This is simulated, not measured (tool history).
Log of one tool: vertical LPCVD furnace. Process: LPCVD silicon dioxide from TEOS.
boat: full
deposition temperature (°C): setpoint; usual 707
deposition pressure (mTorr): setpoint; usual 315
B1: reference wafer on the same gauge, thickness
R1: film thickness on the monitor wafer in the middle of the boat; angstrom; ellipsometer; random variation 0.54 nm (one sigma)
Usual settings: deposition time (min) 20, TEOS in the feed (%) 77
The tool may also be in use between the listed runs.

{"run": 1, "hour": 0.0, "deposition temperature (°C)": 707, "deposition pressure (mTorr)": 315, "deposition time (min)": 22, "TEOS in the feed (%)": 66, "B1": 186.21, "R1": 2290.2}
{"run": 2, "hour": 31.6, "deposition temperature (°C)": 707, "deposition pressure (mTorr)": 315, "deposition time (min)": 22, "TEOS in the feed (%)": 66, "B1": 185.74, "R1": 2281.6}
{"run": 3, "hour": 60.3, "deposition temperature (°C)": 707, "deposition pressure (mTorr)": 315, "deposition time (min)": 22, "TEOS in the feed (%)": 66, "B1": 186.23, "R1": 2286}
{"run": 4, "hour": 79.0, "deposition temperature (°C)": 707, "deposition pressure (mTorr)": 315, "deposition time (min)": 20, "TEOS in the feed (%)": 77, "B1": 185.96, "R1": 2239.3}
{"run": 5, "hour": 98.9, "deposition temperature (°C)": 707, "deposition pressure (mTorr)": 315, "deposition time (min)": 20, "TEOS in the feed (%)": 81, "B1": 186.11, "R1": 2310.9}
{"run": 6, "hour": 134.4, "deposition temperature (°C)": 707, "deposition pressure (mTorr)": 315, "deposition time (min)": 20, "TEOS in the feed (%)": 81, "B1": 186.06, "R1": 2300.2}
{"run": 7, "hour": 148.3, "deposition temperature (°C)": 707, "deposition pressure (mTorr)": 315, "deposition time (min)": 20, "TEOS in the feed (%)": 81, "B1": 186.03, "R1": 2304.3}
{"hour": 173.4, "done": "TEOS flow controller replaced"}
{"run": 8, "hour": 182.9, "deposition temperature (°C)": 707, "deposition pressure (mTorr)": 315, "deposition time (min)": 20, "TEOS in the feed (%)": 84, "B1": 186.2, "R1": 2352.3}
{"run": 9, "hour": 218.8, "deposition temperature (°C)": 707, "deposition pressure (mTorr)": 315, "deposition time (min)": 20, "TEOS in the feed (%)": 84, "B1": 185.8, "R1": 2345.6}
{"hour": 224.5, "done": "gauge calibrated"}
{"run": 10, "hour": 251.2, "deposition temperature (°C)": 707, "deposition pressure (mTorr)": 315, "deposition time (min)": 20, "TEOS in the feed (%)": 84, "B1": 185.92, "R1": 2340.9}
{"hour": 277.0, "done": "thermocouples replaced and temperature profile calibrated"}
{"run": 11, "hour": 277.5, "deposition temperature (°C)": 707, "deposition pressure (mTorr)": 315, "deposition time (min)": 20, "TEOS in the feed (%)": 81, "B1": 186.19, "R1": 2082.2}
{"run": 12, "hour": 282.5, "deposition temperature (°C)": 707, "deposition pressure (mTorr)": 315, "deposition time (min)": 20, "TEOS in the feed (%)": 68, "B1": 186.25, "R1": 1918.3}
{"hour": 318.8, "done": "pressure gauge zeroed"}
{"run": 13, "hour": 319.3, "deposition temperature (°C)": 707, "deposition pressure (mTorr)": 280, "deposition time (min)": 27.5, "TEOS in the feed (%)": 73, "B1": 185.89, "R1": 2565.6}
{"run": 14, "hour": 329.9, "deposition temperature (°C)": 707, "deposition pressure (mTorr)": 315, "deposition time (min)": 20, "TEOS in the feed (%)": 81, "B1": 186.02, "R1": 2097.1}
{"run": 15, "hour": 356.9, "deposition temperature (°C)": 700, "deposition pressure (mTorr)": 335, "deposition time (min)": 26, "TEOS in the feed (%)": 77, "B1": 185.91, "R1": 2330.7}
{"run": 16, "hour": 372.4, "deposition temperature (°C)": 707, "deposition pressure (mTorr)": 315, "deposition time (min)": 20, "TEOS in the feed (%)": 77, "B1": 186.16, "R1": 2046.3}
{"run": 17, "hour": 406.6, "deposition temperature (°C)": 707, "deposition pressure (mTorr)": 260, "deposition time (min)": 26.5, "TEOS in the feed (%)": 91, "B1": 186.01, "R1": 2694.6}
{"run": 18, "hour": 421.4, "deposition temperature (°C)": 707, "deposition pressure (mTorr)": 315, "deposition time (min)": 20, "TEOS in the feed (%)": 84, "B1": 186.28, "R1": 2148.8}
{"run": 19, "hour": 435.9, "deposition temperature (°C)": 707, "deposition pressure (mTorr)": 315, "deposition time (min)": 20, "TEOS in the feed (%)": 90, "B1": 185.74, "R1": 2226.4}
{"run": 20, "hour": 454.7, "deposition temperature (°C)": 715, "deposition pressure (mTorr)": 350, "deposition time (min)": 20, "TEOS in the feed (%)": 83, "B1": 186.08, "R1": 2700.8}

What the log doesn't show, run by run:
true pressure minus gauge reading, mTorr: 0 in every run
deviation of the TEOS flow from its setpoint, %: 0 in every run
gauge reads high (%): 0 in every run
H1: true tube temperature minus thermocouple reading, K
run=1 H1=4.73
run=2 H1=4.74
run=3 H1=4.75
run=4 H1=4.75
run=5 H1=4.76
run=6 H1=4.77
run=7 H1=4.77
run=8 H1=4.78
run=9 H1=4.79
run=10 H1=4.79
run=11 H1=0.226
run=12 H1=0.246
run=13 H1=0.393
run=14 H1=0.435
run=15 H1=0.538
run=16 H1=0.597
run=17 H1=0.722
run=18 H1=0.775
run=19 H1=0.826
run=20 H1=0.892
